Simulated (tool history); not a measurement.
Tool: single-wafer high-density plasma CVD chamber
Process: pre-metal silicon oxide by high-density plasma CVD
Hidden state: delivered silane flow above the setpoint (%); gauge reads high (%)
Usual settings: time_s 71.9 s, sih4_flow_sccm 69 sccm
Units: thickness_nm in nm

| run | hour | time_s | sih4_flow_sccm | wafers since the last listed run | hours since the silane flow controller was replaced | hours since the gauge calibration | read-back reference wafer on the same gauge, thickness_nm | thickness_nm |
|---|---|---|---|---|---|---|---|---|
| 1 | 0 | 71.9 | 69 | 0 | 2704.7 | 467.8 | 494.3 | 519.304 |
| 2 | 26.4 | 71.9 | 69 | 258 | 2731.1 | 494.2 | 494.336 | 520.125 |
| 3 | 40.7 | 71.9 | 69 | 140 | 2745.4 | 508.5 | 493.919 | 518.401 |
| 4 | 63.7 | 71.9 | 69 | 225 | 2768.4 | 531.5 | 494.282 | 518.294 |
| 5 | 84.9 | 71.9 | 69 | 207 | 2789.6 | 552.7 | 493.778 | 517.913 |
| 6 | 100.8 | 71.9 | 69 | 155 | 2805.5 | 568.6 | 493.875 | 517.973 |
| 7 | 135.2 | 71.9 | 69 | 337 | 2839.9 | 603 | 494.147 | 518.127 |
| 8 | 155.1 | 71.9 | 69 | 195 | 2859.8 | 622.9 | 493.904 | 516.581 |
| 9 | 182.1 | 71.9 | 69 | 264 | 2886.8 | 649.9 | 494.063 | 516.158 |
| 10 | 197.3 | 71.9 | 69 | 149 | 2902 | 665.1 | 494.235 | 517.31 |
| 11 | 218.1 | 71.9 | 69 | 203 | 2922.8 | 685.9 | 493.538 | 517.085 |
| 12 | 236.6 | 71.9 | 69 | 181 | 2941.3 | 704.4 | 494.039 | 518.362 |
| 13 | 262.5 | 71.9 | 58 | 253 | 2967.2 | 730.3 | 493.884 | 467.308 |
| 14 | 291 | 71.9 | 69 | 279 | 2995.7 | 758.8 | 494.374 | 517.407 |
| 15 | 325.7 | 71.9 | 69 | 340 | 3030.4 | 793.5 | 493.966 | 516.526 |
| 16 | 339.7 | 71.9 | 69 | 137 | 3044.4 | 807.5 | 494.191 | 516.458 |
| 17 | 353.7 | 71.9 | 69 | 137 | 3058.4 | 821.5 | 493.831 | 518.72 |
| 18 | 368.2 | 66.8 | 73 | 142 | 3072.9 | 836 | 493.755 | 498.064 |
|  | 372.6 | gauge calibrated |
| 19 | 394.6 | 83 | 69 | 258 | 3099.3 | 22 | 493.874 | 595.993 |
| 20 | 422.1 | 61.6 | 69 | 269 | 3126.8 | 49.5 | 493.638 | 440.615 |
| 21 | 453.4 | 71.9 | 69 | 306 | 3158.1 | 80.8 | 493.925 | 515.529 |
|  | 486.9 | silane flow controller replaced |
| 22 | 487.4 | 71.9 | 56 | 254 | 0.5 | 114.8 | 494.032 | 472.214 |
| 23 | 500.6 | 71.9 | 61 | 129 | 13.7 | 128 | 493.817 | 492.693 |
| 24 | 532 | 71.9 | 76 | 307 | 45.1 | 159.4 | 494.097 | 565.298 |
| 25 | 548.9 | 67.1 | 76 | 165 | 62 | 176.3 | 493.903 | 526.586 |
| 26 | 562.3 | 60.2 | 63 | 131 | 75.4 | 189.7 | 494.035 | 421.435 |
| 27 | 596.5 | 63.5 | 83 | 335 | 109.6 | 223.9 | 494.105 | 525.567 |
| 28 | 623.1 | 71.9 | 69 | 260 | 136.2 | 250.5 | 494.505 | 529.022 |
| 29 | 651.4 | 71.9 | 69 | 277 | 164.5 | 278.8 | 493.977 | 533.657 |
| 30 | 676.9 | 58.2 | 75 | 250 | 190 | 304.3 | 493.772 | 452.793 |
| 31 | 694.6 | 71.9 | 69 | 173 | 207.7 | 322 | 494.168 | 531.14 |
| 32 | 726.1 | 71.9 | 69 | 308 | 239.2 | 353.5 | 493.959 | 531.775 |
| 33 | 808.7 | 71.9 | 69 | 809 | 321.8 | 436.1 | 493.851 | 528.769 |
| 34 | 835.7 | 81.7 | 69 | 264 | 348.8 | 463.1 | 494.088 | 604.237 |

The tool's hidden state at each run:
gauge reads high (%): 0 in every run
H1: delivered silane flow above the setpoint (%)
| run | H1 |
|---|---|
| 1 | -4.25 |
| 2 | -4.3 |
| 3 | -4.32 |
| 4 | -4.36 |
| 5 | -4.39 |
| 6 | -4.42 |
| 7 | -4.47 |
| 8 | -4.5 |
| 9 | -4.55 |
| 10 | -4.57 |
| 11 | -4.6 |
| 12 | -4.63 |
| 13 | -4.68 |
| 14 | -4.72 |
| 15 | -4.78 |
| 16 | -4.8 |
| 17 | -4.82 |
| 18 | -4.85 |
| 19 | -4.89 |
| 20 | -4.93 |
| 21 | -4.98 |
| 22 | -0.134 |
| 23 | -0.155 |
| 24 | -0.206 |
| 25 | -0.233 |
| 26 | -0.255 |
| 27 | -0.31 |
| 28 | -0.353 |
| 29 | -0.399 |
| 30 | -0.44 |
| 31 | -0.468 |
| 32 | -0.519 |
| 33 | -0.653 |
| 34 | -0.696 |
